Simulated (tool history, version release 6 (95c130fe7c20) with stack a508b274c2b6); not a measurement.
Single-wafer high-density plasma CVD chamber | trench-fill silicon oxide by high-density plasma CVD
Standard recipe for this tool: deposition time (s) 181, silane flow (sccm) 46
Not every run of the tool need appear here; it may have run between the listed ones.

| run | hour | deposition time (s) | silane flow (sccm) | wafers since the last listed run | hours since the silane flow controller was replaced | hours since the gauge calibration | read-back reference wafer on the same gauge, thickness_nm | mean film thickness on the monitor wafer (nm) |
|---|---|---|---|---|---|---|---|---|
| 1 | 0.0 | 181 | 52 | 0 | 4772.4 | 20.8 | 784.733 | 905.218 |
| 2 | 23.2 | 181 | 52 | 126 | 4795.6 | 44.0 | 783.199 | 912.933 |
| 3 | 56.8 | 181 | 52 | 182 | 4829.2 | 77.6 | 782.566 | 909.985 |
| 4 | 69.5 | 181 | 46 | 69 | 4841.9 | 90.3 | 781.700 | 819.789 |
| 5 | 131.2 | 181 | 46 | 335 | 4903.6 | 152.0 | 781.524 | 819.495 |
| 6 | 150.6 | 181 | 46 | 105 | 4923.0 | 171.4 | 778.728 | 820.370 |
| 7 | 177.2 | 181 | 46 | 144 | 4949.6 | 198.0 | 777.975 | 818.240 |
|  | 195.9 | silane flow controller replaced |
| 8 | 196.4 | 181 | 46 | 60 | 0.5 | 217.2 | 778.215 | 822.947 |
| 9 | 229.8 | 181 | 46 | 181 | 33.9 | 250.6 | 777.684 | 818.180 |
| 10 | 242.7 | 153 | 53 | 70 | 46.8 | 263.5 | 775.474 | 773.300 |
|  | 245.3 | gauge calibrated |
| 11 | 270.1 | 164 | 53 | 149 | 74.2 | 24.8 | 784.600 | 834.928 |
| 12 | 300.8 | 170 | 46 | 167 | 104.9 | 55.5 | 781.764 | 768.570 |
| 13 | 376.1 | 155 | 46 | 409 | 180.2 | 130.8 | 780.025 | 700.676 |
| 14 | 395.5 | 181 | 41 | 105 | 199.6 | 150.2 | 780.731 | 746.840 |
| 15 | 425.3 | 209 | 46 | 162 | 229.4 | 180.0 | 778.779 | 940.737 |
| 16 | 439.9 | 203 | 38 | 79 | 244.0 | 194.6 | 778.440 | 785.984 |
| 17 | 469.6 | 181 | 46 | 161 | 273.7 | 224.3 | 777.599 | 813.113 |

5 ways to go on from here, each from the tool as it stands after run 17. What would each give?
| A | 470.1 | 199 | 46 | 2 | 274.2 | 224.8 | ? | ? |
| B | 470.1 | 147 | 53 | 2 | 274.2 | 224.8 | ? | ? |
| C | 470.1 | 145 | 39 | 2 | 274.2 | 224.8 | ? | ? |
| D | 470.1 | 181 | 50 | 2 | 274.2 | 224.8 | ? | ? |
| E | 470.1 | 160 | 46 | 2 | 274.2 | 224.8 | ? | ? |

| run | read-back reference wafer on the same gauge, thickness_nm | mean film thickness on the monitor wafer (nm) |
|---|---|---|
| A | 777.483 | 899.799 |
| B | 777.483 | 744.349 |
| C | 777.483 | 577.042 |
| D | 777.483 | 874.468 |
| E | 777.483 | 723.456 |
Take away the tool's hidden state, keep each run's random variation, and the runs would have read:
| run | mean film thickness on the monitor wafer (nm) |
|---|---|
| A | 908.192 |
| B | 751.293 |
| C | 582.425 |
| D | 882.626 |
| E | 730.205 |

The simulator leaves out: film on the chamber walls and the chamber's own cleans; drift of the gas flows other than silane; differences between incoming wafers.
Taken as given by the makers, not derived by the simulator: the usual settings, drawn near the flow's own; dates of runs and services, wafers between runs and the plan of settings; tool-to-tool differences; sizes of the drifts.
